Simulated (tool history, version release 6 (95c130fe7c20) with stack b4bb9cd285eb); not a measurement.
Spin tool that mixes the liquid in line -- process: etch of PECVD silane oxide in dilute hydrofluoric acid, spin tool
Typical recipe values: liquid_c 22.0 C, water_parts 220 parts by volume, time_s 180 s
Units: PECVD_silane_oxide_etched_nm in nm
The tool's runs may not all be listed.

| run | day | liquid_c | water_parts | time_s | read-back film thickness of the PECVD silane oxide reference wafer, read on the same gauge (nm) | PECVD_silane_oxide_etched_nm |
|---|---|---|---|---|---|---|
| 1 | 0.000 | 22.0 | 220 | 180 | 30.00 | 12.78 |
| 2 | 4.296 | 22.0 | 220 | 180 | 29.98 | 13.00 |
| 3 | 6.392 | 22.0 | 220 | 180 | 29.99 | 12.92 |
| 4 | 19.842 | 22.0 | 220 | 180 | 30.00 | 13.08 |
| 5 | 21.600 | 22.0 | 220 | 180 | 30.02 | 13.31 |
| 6 | 23.658 | 22.0 | 220 | 180 | 29.99 | 13.06 |
| 7 | 25.358 | 22.0 | 220 | 180 | 30.00 | 13.17 |
| 8 | 27.033 | 19.0 | 155 | 150 | 29.99 | 15.13 |
| 9 | 30.925 | 24.5 | 220 | 220 | 30.01 | 17.77 |
| 10 | 41.333 | 22.0 | 150 | 225 | 30.01 | 24.59 |
| 11 | 45.417 | 22.0 | 185 | 105 | 29.98 | 9.00 |
| 12 | 47.858 | 24.0 | 280 | 130 | 30.00 | 7.12 |
| 13 | 51.721 | 27.0 | 220 | 180 | 30.01 | 15.16 |
| 14 | 56.088 | 22.0 | 220 | 180 | 30.02 | 12.62 |

The log once held 3 entries between its listed runs, left out of this copy. Where does each go, and what is different about the tool's unlogged condition between the listed run before it and the listed run after it?
From run 4 to run 5: gauge calibrated (day 20.554)
  liquid hotter than its thermometer reads (K): 2 -> 2.06
  what was measured, less what the result would be without the hidden state, PECVD_silane_oxide_etched_nm: +0.93 -> +0.97 nm
From run 8 to run 9: hydrofluoric acid flow meter replaced (day 30.617)
  liquid hotter than its thermometer reads (K): 2.25 -> 2.39
  what was measured, less what the result would be without the hidden state, PECVD_silane_oxide_etched_nm: +1.29 -> +1.46 nm
From run 9 to run 10: thermometer replaced (day 38.704)
  liquid hotter than its thermometer reads (K): 2.39 -> 0.569
  what was measured, less what the result would be without the hidden state, PECVD_silane_oxide_etched_nm: +1.46 -> +0.53 nm
